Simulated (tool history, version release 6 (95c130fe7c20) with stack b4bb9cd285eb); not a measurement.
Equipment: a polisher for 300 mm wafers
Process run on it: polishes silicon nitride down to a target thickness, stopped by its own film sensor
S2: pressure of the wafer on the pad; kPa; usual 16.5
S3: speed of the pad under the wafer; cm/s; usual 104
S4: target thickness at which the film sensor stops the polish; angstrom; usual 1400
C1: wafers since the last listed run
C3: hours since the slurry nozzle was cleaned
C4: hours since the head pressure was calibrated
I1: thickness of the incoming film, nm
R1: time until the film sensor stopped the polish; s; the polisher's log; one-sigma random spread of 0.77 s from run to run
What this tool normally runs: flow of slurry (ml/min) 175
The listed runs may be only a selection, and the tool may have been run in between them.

run 1 hour=0.0 | flow_of_slurry_(ml/min)=175 S2=16.5 S3=104 S4=1400 | C1=0 wafers_polished_on_this_pad=1022 C3=486.1 C4=437.7 | I1=221.7 | R1=78.9
run 2 hour=15.5 | flow_of_slurry_(ml/min)=220 S2=16.5 S3=104 S4=1400 | C1=127 wafers_polished_on_this_pad=1149 C3=501.6 C4=453.2 | I1=217.7 | R1=71.1
run 3 hour=42.3 | flow_of_slurry_(ml/min)=220 S2=16.5 S3=104 S4=1400 | C1=219 wafers_polished_on_this_pad=1368 C3=528.4 C4=480.0 | I1=219.6 | R1=74.4
-- hour=54.9 worn pad replaced by a new one
run 4 hour=74.3 | flow_of_slurry_(ml/min)=175 S2=16.5 S3=104 S4=1400 | C1=229 wafers_polished_on_this_pad=159 C3=560.4 C4=512.0 | I1=220.4 | R1=77.3
-- hour=101.0 head pressure recalibrated
run 5 hour=104.4 | flow_of_slurry_(ml/min)=175 S2=16.5 S3=104 S4=1400 | C1=230 wafers_polished_on_this_pad=389 C3=590.5 C4=3.4 | I1=220.9 | R1=77.3
run 6 hour=120.2 | flow_of_slurry_(ml/min)=175 S2=16.5 S3=104 S4=1400 | C1=129 wafers_polished_on_this_pad=519 C3=606.3 C4=19.2 | I1=220.2 | R1=77.1
run 7 hour=144.0 | flow_of_slurry_(ml/min)=175 S2=16.5 S3=104 S4=1400 | C1=195 wafers_polished_on_this_pad=714 C3=630.1 C4=43.0 | I1=218.4 | R1=75.6
run 8 hour=169.2 | flow_of_slurry_(ml/min)=175 S2=15.2 S3=104 S4=1400 | C1=206 wafers_polished_on_this_pad=920 C3=655.3 C4=68.2 | I1=217.3 | R1=80.4
run 9 hour=194.2 | flow_of_slurry_(ml/min)=175 S2=15.2 S3=104 S4=1400 | C1=204 wafers_polished_on_this_pad=1125 C3=680.3 C4=93.2 | I1=217.7 | R1=80.4
run 10 hour=225.3 | flow_of_slurry_(ml/min)=175 S2=15.2 S3=104 S4=1400 | C1=254 wafers_polished_on_this_pad=1380 C3=711.4 C4=124.3 | I1=220.6 | R1=82.4
-- hour=239.9 worn pad replaced by a new one
run 11 hour=249.2 | flow_of_slurry_(ml/min)=175 S2=13.8 S3=104 S4=1400 | C1=163 wafers_polished_on_this_pad=76 C3=735.3 C4=148.2 | I1=224.8 | R1=94.1
run 12 hour=268.7 | flow_of_slurry_(ml/min)=175 S2=13.8 S3=104 S4=1400 | C1=159 wafers_polished_on_this_pad=236 C3=754.8 C4=167.7 | I1=217.4 | R1=87.7
-- hour=297.8 slurry nozzle cleaned
run 13 hour=302.0 | flow_of_slurry_(ml/min)=175 S2=13.8 S3=104 S4=1400 | C1=264 wafers_polished_on_this_pad=500 C3=4.2 C4=201.0 | I1=215.6 | R1=82.4
run 14 hour=325.2 | flow_of_slurry_(ml/min)=175 S2=16.5 S3=104 S4=1400 | C1=190 wafers_polished_on_this_pad=690 C3=27.4 C4=224.2 | I1=219.5 | R1=75.8
run 15 hour=360.4 | flow_of_slurry_(ml/min)=175 S2=16.5 S3=104 S4=1400 | C1=288 wafers_polished_on_this_pad=979 C3=62.6 C4=259.4 | I1=220.9 | R1=76.9
run 16 hour=386.6 | flow_of_slurry_(ml/min)=175 S2=16.5 S3=104 S4=1400 | C1=214 wafers_polished_on_this_pad=1194 C3=88.8 C4=285.6 | I1=223.7 | R1=79.9
run 17 hour=417.8 | flow_of_slurry_(ml/min)=175 S2=16.5 S3=104 S4=1400 | C1=255 wafers_polished_on_this_pad=1450 C3=120.0 C4=316.8 | I1=223.9 | R1=79.1
-- hour=427.0 worn pad replaced by a new one
run 18 hour=440.5 | flow_of_slurry_(ml/min)=125 S2=16.5 S3=104 S4=1560 | C1=153 wafers_polished_on_this_pad=110 C3=142.7 C4=339.5 | I1=223.1 | R1=68.5
run 19 hour=464.3 | flow_of_slurry_(ml/min)=175 S2=16.5 S3=104 S4=1400 | C1=195 wafers_polished_on_this_pad=305 C3=166.5 C4=363.3 | I1=220.9 | R1=76.8
run 20 hour=522.7 | flow_of_slurry_(ml/min)=220 S2=16.5 S3=104 S4=1400 | C1=478 wafers_polished_on_this_pad=784 C3=224.9 C4=421.7 | I1=224.3 | R1=78.0
run 21 hour=543.2 | flow_of_slurry_(ml/min)=210 S2=11.0 S3=104 S4=1210 | C1=168 wafers_polished_on_this_pad=952 C3=245.4 C4=442.2 | I1=219.0 | R1=119.4
run 22 hour=564.4 | flow_of_slurry_(ml/min)=175 S2=16.5 S3=104 S4=1400 | C1=173 wafers_polished_on_this_pad=1126 C3=266.6 C4=463.4 | I1=221.7 | R1=77.2
run 23 hour=599.4 | flow_of_slurry_(ml/min)=175 S2=16.5 S3=104 S4=1400 | C1=286 wafers_polished_on_this_pad=1413 C3=301.6 C4=498.4 | I1=219.8 | R1=75.4
-- hour=614.8 worn pad replaced by a new one
run 24 hour=616.1 | flow_of_slurry_(ml/min)=175 S2=16.5 S3=104 S4=1400 | C1=104 wafers_polished_on_this_pad=10 C3=318.3 C4=515.1 | I1=221.0 | R1=77.3
run 25 hour=647.3 | flow_of_slurry_(ml/min)=175 S2=20.7 S3=104 S4=1400 | C1=255 wafers_polished_on_this_pad=266 C3=349.5 C4=546.3 | I1=222.0 | R1=66.1
-- hour=675.0 head pressure recalibrated
run 26 hour=682.6 | flow_of_slurry_(ml/min)=190 S2=19.3 S3=104 S4=1400 | C1=272 wafers_polished_on_this_pad=539 C3=384.8 C4=7.6 | I1=221.9 | R1=68.9
run 27 hour=704.9 | flow_of_slurry_(ml/min)=175 S2=20.7 S3=92 S4=1400 | C1=182 wafers_polished_on_this_pad=721 C3=407.1 C4=29.9 | I1=223.1 | R1=74.0
run 28 hour=726.2 | flow_of_slurry_(ml/min)=140 S2=22.1 S3=128 S4=1130 | C1=174 wafers_polished_on_this_pad=896 C3=428.4 C4=51.2 | I1=218.4 | R1=73.4
run 29 hour=747.6 | flow_of_slurry_(ml/min)=175 S2=16.5 S3=104 S4=1200 | C1=175 wafers_polished_on_this_pad=1072 C3=449.8 C4=72.6 | I1=221.6 | R1=96.1
run 30 hour=770.4 | flow_of_slurry_(ml/min)=175 S2=16.5 S3=104 S4=1400 | C1=186 wafers_polished_on_this_pad=1258 C3=472.6 C4=95.4 | I1=222.1 | R1=78.4
-- hour=801.8 worn pad replaced by a new one
run 31 hour=805.6 | flow_of_slurry_(ml/min)=175 S2=16.5 S3=104 S4=1400 | C1=255 wafers_polished_on_this_pad=30 C3=507.8 C4=130.6 | I1=220.3 | R1=76.3
run 32 hour=840.3 | flow_of_slurry_(ml/min)=220 S2=19.3 S3=126 S4=1160 | C1=284 wafers_polished_on_this_pad=315 C3=542.5 C4=165.3 | I1=221.5 | R1=77.3
run 33 hour=855.7 | flow_of_slurry_(ml/min)=125 S2=16.5 S3=104 S4=1680 | C1=126 wafers_polished_on_this_pad=441 C3=557.9 C4=180.7 | I1=220.2 | R1=54.1
run 34 hour=882.4 | flow_of_slurry_(ml/min)=205 S2=11.0 S3=138 S4=1400 | C1=218 wafers_polished_on_this_pad=660 C3=584.6 C4=207.4 | I1=219.1 | R1=79.7
run 35 hour=902.6 | flow_of_slurry_(ml/min)=215 S2=13.1 S3=104 S4=1400 | C1=165 wafers_polished_on_this_pad=825 C3=604.8 C4=227.6 | I1=218.7 | R1=86.5
run 36 hour=934.4 | flow_of_slurry_(ml/min)=190 S2=20.0 S3=138 S4=1540 | C1=260 wafers_polished_on_this_pad=1086 C3=636.6 C4=259.4 | I1=221.7 | R1=46.3

Here are 5 independent what-if runs from the current tool condition. What would each one return?
run A hour=934.8 | flow_of_slurry_(ml/min)=175 S2=16.5 S3=104 S4=1400 | C1=3 wafers_polished_on_this_pad=1089 C3=637.0 C4=259.8 | I1=220.2 | R1=?
run B hour=934.8 | flow_of_slurry_(ml/min)=190 S2=11.7 S3=70 S4=1400 | C1=3 wafers_polished_on_this_pad=1089 C3=637.0 C4=259.8 | I1=220.2 | R1=?
run C hour=934.8 | flow_of_slurry_(ml/min)=120 S2=16.5 S3=104 S4=1400 | C1=3 wafers_polished_on_this_pad=1089 C3=637.0 C4=259.8 | I1=220.2 | R1=?
run D hour=934.8 | flow_of_slurry_(ml/min)=150 S2=14.5 S3=104 S4=1400 | C1=3 wafers_polished_on_this_pad=1089 C3=637.0 C4=259.8 | I1=220.2 | R1=?
run E hour=934.8 | flow_of_slurry_(ml/min)=175 S2=14.5 S3=104 S4=1400 | C1=3 wafers_polished_on_this_pad=1089 C3=637.0 C4=259.8 | I1=220.2 | R1=?

run=A R1=77.8
run=B R1=127.3
run=C R1=85.1
run=D R1=88.2
run=E R1=85.4
With no hidden state in the tool, these same runs would have given:
run=A R1=76.0
run=B R1=124.5
run=C R1=82.1
run=D R1=85.8
run=E R1=83.4
